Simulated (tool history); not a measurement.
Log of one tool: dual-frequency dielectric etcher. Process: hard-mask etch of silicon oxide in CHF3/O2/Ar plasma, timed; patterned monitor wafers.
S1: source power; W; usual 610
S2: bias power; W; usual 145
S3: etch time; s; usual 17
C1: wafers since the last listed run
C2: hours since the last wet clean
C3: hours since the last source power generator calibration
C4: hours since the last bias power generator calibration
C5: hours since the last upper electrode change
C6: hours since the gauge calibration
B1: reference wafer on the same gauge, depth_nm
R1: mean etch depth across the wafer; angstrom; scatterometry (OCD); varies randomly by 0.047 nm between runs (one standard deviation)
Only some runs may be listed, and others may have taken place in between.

Run 1, hour 0: usual settings but S1 530 W, S2 130 W; C1 0; C2 364.4; C3 1615.6; C4 3685; C5 3858; C6 60.7; B1 35.19. Result: R1 281 angstrom.
Run 2, hour 8.7: usual settings but S1 540 W, S2 127 W; C1 118; C2 373.1; C3 1624.3; C4 3693.7; C5 3866.7; C6 69.4; B1 35.2. Result: R1 282.7 angstrom.
Run 3, hour 19: usual settings but S1 540 W, S2 127 W; C1 139; C2 383.4; C3 1634.6; C4 3704; C5 3877; C6 79.7; B1 35.2. Result: R1 281.3 angstrom.
Run 4, hour 28.3: usual settings but S1 540 W, S2 127 W; C1 126; C2 392.7; C3 1643.9; C4 3713.3; C5 3886.3; C6 89; B1 35.2. Result: R1 281.6 angstrom.
Run 5, hour 44.7: usual settings; C1 222; C2 409.1; C3 1660.3; C4 3729.7; C5 3902.7; C6 105.4; B1 35.2. Result: R1 307.3 angstrom.
Run 6, hour 59.4: usual settings; C1 199; C2 423.8; C3 1675; C4 3744.4; C5 3917.4; C6 120.1; B1 35.21. Result: R1 306.5 angstrom.
At hour 73.8: bias power generator calibrated.
Run 7, hour 74.9: usual settings; C1 156; C2 439.3; C3 1690.5; C4 1.1; C5 3932.9; C6 135.6; B1 35.2. Result: R1 307.3 angstrom.
Run 8, hour 86.5: usual settings but S1 730 W; C1 157; C2 450.9; C3 1702.1; C4 12.7; C5 3944.5; C6 147.2; B1 35.21. Result: R1 330.1 angstrom.
Run 9, hour 97.8: usual settings; C1 153; C2 462.2; C3 1713.4; C4 24; C5 3955.8; C6 158.5; B1 35.19. Result: R1 306.5 angstrom.
Run 10, hour 115.1: usual settings but S1 500 W, S3 13.5 s; C1 235; C2 479.5; C3 1730.7; C4 41.3; C5 3973.1; C6 175.8; B1 35.18. Result: R1 222.3 angstrom.
At hour 144.5: source power generator calibrated.
At hour 145.8: wet clean of the chamber.
Run 11, hour 146.3: usual settings but S2 136 W; C1 352; C2 0.5; C3 1.8; C4 72.5; C5 4004.3; C6 207; B1 35.19. Result: R1 311.5 angstrom.
Run 12, hour 146.6: usual settings; C1 4; C2 0.8; C3 2.1; C4 72.8; C5 4004.6; C6 207.3; B1 35.21. Result: R1 318.3 angstrom.
Run 13, hour 146.9: usual settings but S1 740 W, S2 133 W; C1 4; C2 1.1; C3 2.4; C4 73.1; C5 4004.9; C6 207.6; B1 35.2. Result: R1 337.7 angstrom.
At hour 158.1: gauge calibrated.
At hour 173.2: upper electrode replaced.
Run 14, hour 173.7: usual settings; C1 38; C2 27.9; C3 29.2; C4 99.9; C5 0.5; C6 15.6; B1 35.2. Result: R1 317.6 angstrom.
Run 15, hour 184.3: usual settings but S1 700 W, S3 18.5 s; C1 144; C2 38.5; C3 39.8; C4 110.5; C5 11.1; C6 26.2; B1 35.2. Result: R1 366 angstrom.
Run 16, hour 190.5: usual settings but S1 690 W; C1 84; C2 44.7; C3 46; C4 116.7; C5 17.3; C6 32.4; B1 35.22. Result: R1 332.9 angstrom.
Run 17, hour 208.5: usual settings but S1 670 W, S2 110 W; C1 244; C2 62.7; C3 64; C4 134.7; C5 35.3; C6 50.4; B1 35.2. Result: R1 307.3 angstrom.
Run 18, hour 222.9: usual settings; C1 195; C2 77.1; C3 78.4; C4 149.1; C5 49.7; C6 64.8; B1 35.22. Result: R1 315.4 angstrom.

For each entry between runs, how does the tool's hidden state at the last listed run before it compare with that at the first listed run after it?
Runs 6 to 7: bias power generator calibrated (hour 73.8)
  etch rate over this chamber's usual, %: -2.98 -> -3.08
  measured value less the no-hidden-state value, R1: -9.4 -> -9.8 angstrom
Runs 10 to 11: source power generator calibrated (hour 144.5); wet clean of the chamber (hour 145.8)
  etch rate over this chamber's usual, %: -3.37 -> 0.429
  measured value less the no-hidden-state value, R1: -7.7 -> +1.3 angstrom
Runs 13 to 14: gauge calibrated (hour 158.1); upper electrode replaced (hour 173.2)
  etch rate over this chamber's usual, %: 0.425 -> 0.237
  measured value less the no-hidden-state value, R1: +1.4 -> +0.8 angstrom
